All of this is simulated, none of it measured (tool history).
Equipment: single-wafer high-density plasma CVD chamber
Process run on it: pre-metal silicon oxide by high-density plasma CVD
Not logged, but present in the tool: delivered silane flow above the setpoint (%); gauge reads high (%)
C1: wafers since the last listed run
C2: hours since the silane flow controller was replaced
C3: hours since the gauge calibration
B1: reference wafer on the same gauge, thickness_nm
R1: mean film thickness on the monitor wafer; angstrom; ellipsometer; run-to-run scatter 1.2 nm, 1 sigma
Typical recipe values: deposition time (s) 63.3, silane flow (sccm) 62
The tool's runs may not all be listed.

{"run": 1, "day": 0.0, "deposition time (s)": 63.3, "silane flow (sccm)": 62, "C1": 0, "C2": 520.7, "C3": 1008.4, "B1": 392.523, "R1": 3947.42}
{"run": 2, "day": 12.575, "deposition time (s)": 63.3, "silane flow (sccm)": 62, "C1": 6879, "C2": 822.5, "C3": 1310.2, "B1": 392.911, "R1": 3982.78}
{"run": 3, "day": 15.188, "deposition time (s)": 54.4, "silane flow (sccm)": 62, "C1": 1429, "C2": 885.2, "C3": 1372.9, "B1": 393.088, "R1": 3385.18}
{"run": 4, "day": 18.2, "deposition time (s)": 54.4, "silane flow (sccm)": 62, "C1": 1648, "C2": 957.5, "C3": 1445.2, "B1": 392.982, "R1": 3402.45}
{"run": 5, "day": 20.158, "deposition time (s)": 54.4, "silane flow (sccm)": 62, "C1": 1071, "C2": 1004.5, "C3": 1492.2, "B1": 393.221, "R1": 3416.01}
{"run": 6, "day": 26.95, "deposition time (s)": 63.3, "silane flow (sccm)": 62, "C1": 3715, "C2": 1167.5, "C3": 1655.2, "B1": 392.513, "R1": 3982.23}
{"run": 7, "day": 38.721, "deposition time (s)": 63.3, "silane flow (sccm)": 62, "C1": 6439, "C2": 1450, "C3": 1937.7, "B1": 393.186, "R1": 3982.65}
{"run": 8, "day": 42.408, "deposition time (s)": 63.3, "silane flow (sccm)": 62, "C1": 2017, "C2": 1538.5, "C3": 2026.2, "B1": 393.243, "R1": 3975.76}
{"run": 9, "day": 45.254, "deposition time (s)": 63.3, "silane flow (sccm)": 62, "C1": 1556, "C2": 1606.8, "C3": 2094.5, "B1": 392.961, "R1": 3974.29}
{"run": 10, "day": 48.112, "deposition time (s)": 63.3, "silane flow (sccm)": 62, "C1": 1563, "C2": 1675.4, "C3": 2163.1, "B1": 393.104, "R1": 3953.16}
{"run": 11, "day": 51.938, "deposition time (s)": 63.3, "silane flow (sccm)": 62, "C1": 2092, "C2": 1767.2, "C3": 2254.9, "B1": 392.886, "R1": 3979.78}
{"run": 12, "day": 55.325, "deposition time (s)": 66.8, "silane flow (sccm)": 62, "C1": 1853, "C2": 1848.5, "C3": 2336.2, "B1": 392.854, "R1": 4190.44}
{"run": 13, "day": 59.588, "deposition time (s)": 66.8, "silane flow (sccm)": 62, "C1": 2332, "C2": 1950.8, "C3": 2438.5, "B1": 392.422, "R1": 4192.67}
{"run": 14, "day": 69.988, "deposition time (s)": 63.3, "silane flow (sccm)": 71, "C1": 5689, "C2": 2200.4, "C3": 2688.1, "B1": 392.857, "R1": 4555.85}
{"run": 15, "day": 71.929, "deposition time (s)": 63.3, "silane flow (sccm)": 62, "C1": 1062, "C2": 2247, "C3": 2734.7, "B1": 393.239, "R1": 3962.3}
{"run": 16, "day": 75.654, "deposition time (s)": 63.3, "silane flow (sccm)": 62, "C1": 2037, "C2": 2336.4, "C3": 2824.1, "B1": 393.308, "R1": 3990.34}
{"run": 17, "day": 79.004, "deposition time (s)": 63.3, "silane flow (sccm)": 62, "C1": 1832, "C2": 2416.8, "C3": 2904.5, "B1": 392.832, "R1": 3981.15}
{"run": 18, "day": 82.683, "deposition time (s)": 66.9, "silane flow (sccm)": 65, "C1": 2012, "C2": 2505.1, "C3": 2992.8, "B1": 393.186, "R1": 4411}
{"run": 19, "day": 87.046, "deposition time (s)": 66.9, "silane flow (sccm)": 65, "C1": 2386, "C2": 2609.8, "C3": 3097.5, "B1": 393.294, "R1": 4418.16}
{"run": 20, "day": 91.525, "deposition time (s)": 63.3, "silane flow (sccm)": 62, "C1": 2450, "C2": 2717.3, "C3": 3205, "B1": 393.068, "R1": 3987.62}
{"run": 21, "day": 93.133, "deposition time (s)": 63.3, "silane flow (sccm)": 62, "C1": 879, "C2": 2755.9, "C3": 3243.6, "B1": 392.799, "R1": 3981.87}
{"run": 22, "day": 94.7, "deposition time (s)": 63.3, "silane flow (sccm)": 50, "C1": 857, "C2": 2793.5, "C3": 3281.2, "B1": 392.739, "R1": 3220.31}
{"run": 23, "day": 97.479, "deposition time (s)": 66.5, "silane flow (sccm)": 52, "C1": 1520, "C2": 2860.2, "C3": 3347.9, "B1": 393.036, "R1": 3518.96}
{"run": 24, "day": 99.758, "deposition time (s)": 63.3, "silane flow (sccm)": 62, "C1": 1246, "C2": 2914.9, "C3": 3402.6, "B1": 392.506, "R1": 3977.37}
{"day": 102.0, "done": "silane flow controller replaced"}
{"run": 25, "day": 102.438, "deposition time (s)": 63.3, "silane flow (sccm)": 62, "C1": 1283, "C2": 10.5, "C3": 3466.9, "B1": 392.899, "R1": 3914.14}
{"run": 26, "day": 105.733, "deposition time (s)": 54.6, "silane flow (sccm)": 56, "C1": 1803, "C2": 89.6, "C3": 3546, "B1": 393.014, "R1": 3060.82}
{"day": 108.45, "done": "gauge calibrated"}
{"run": 27, "day": 108.946, "deposition time (s)": 63.3, "silane flow (sccm)": 62, "C1": 1757, "C2": 166.7, "C3": 11.9, "B1": 393.343, "R1": 3934.76}
{"run": 28, "day": 111.396, "deposition time (s)": 63.3, "silane flow (sccm)": 62, "C1": 1340, "C2": 225.5, "C3": 70.7, "B1": 393.263, "R1": 3954.46}
{"run": 29, "day": 114.45, "deposition time (s)": 58.5, "silane flow (sccm)": 62, "C1": 1670, "C2": 298.8, "C3": 144, "B1": 392.668, "R1": 3629.46}
{"run": 30, "day": 117.954, "deposition time (s)": 68.6, "silane flow (sccm)": 55, "C1": 1917, "C2": 382.9, "C3": 228.1, "B1": 393.563, "R1": 3776.83}
{"run": 31, "day": 119.692, "deposition time (s)": 56.8, "silane flow (sccm)": 66, "C1": 950, "C2": 424.6, "C3": 269.8, "B1": 393.49, "R1": 3756.8}
{"run": 32, "day": 123.983, "deposition time (s)": 63.3, "silane flow (sccm)": 62, "C1": 2347, "C2": 527.6, "C3": 372.8, "B1": 392.847, "R1": 3937.11}
{"run": 33, "day": 125.871, "deposition time (s)": 63.3, "silane flow (sccm)": 62, "C1": 1032, "C2": 572.9, "C3": 418.1, "B1": 392.887, "R1": 3940.75}
{"run": 34, "day": 128.95, "deposition time (s)": 71.3, "silane flow (sccm)": 58, "C1": 1684, "C2": 646.8, "C3": 492, "B1": 392.958, "R1": 4164.18}
{"run": 35, "day": 133.379, "deposition time (s)": 70.8, "silane flow (sccm)": 52, "C1": 2423, "C2": 753.1, "C3": 598.3, "B1": 392.867, "R1": 3676.4}
{"run": 36, "day": 137.125, "deposition time (s)": 68.3, "silane flow (sccm)": 55, "C1": 2049, "C2": 843, "C3": 688.2, "B1": 393.248, "R1": 3783.61}
{"run": 37, "day": 139.108, "deposition time (s)": 70.6, "silane flow (sccm)": 53, "C1": 1085, "C2": 890.6, "C3": 735.8, "B1": 393.08, "R1": 3768.45}
{"run": 38, "day": 141.438, "deposition time (s)": 68.8, "silane flow (sccm)": 74, "C1": 1274, "C2": 946.5, "C3": 791.7, "B1": 393.108, "R1": 5125.74}
{"run": 39, "day": 143.196, "deposition time (s)": 63.3, "silane flow (sccm)": 62, "C1": 961, "C2": 988.7, "C3": 833.9, "B1": 392.979, "R1": 3941.87}
{"run": 40, "day": 146.296, "deposition time (s)": 59.1, "silane flow (sccm)": 56, "C1": 1696, "C2": 1063.1, "C3": 908.3, "B1": 393.146, "R1": 3325.18}
{"run": 41, "day": 150.467, "deposition time (s)": 63.3, "silane flow (sccm)": 69, "C1": 2281, "C2": 1163.2, "C3": 1008.4, "B1": 392.744, "R1": 4408.52}
{"run": 42, "day": 153.521, "deposition time (s)": 58.7, "silane flow (sccm)": 62, "C1": 1670, "C2": 1236.5, "C3": 1081.7, "B1": 393.205, "R1": 3659.99}

Across each entry between runs, compare the hidden state at the last listed run before it with the hidden state at the first listed run after it:
In the gap between runs 24 and 25: silane flow controller replaced (day 102)
  delivered silane flow above the setpoint (%): 1.65 -> -0.108
  measured minus no-state result, R1: +64.38 -> -4.24 angstrom
In the gap between runs 26 and 27: gauge calibrated (day 108.45)
  delivered silane flow above the setpoint (%): 0.00706 -> 0.112
  measured minus no-state result, R1: +0.22 -> +4.38 angstrom
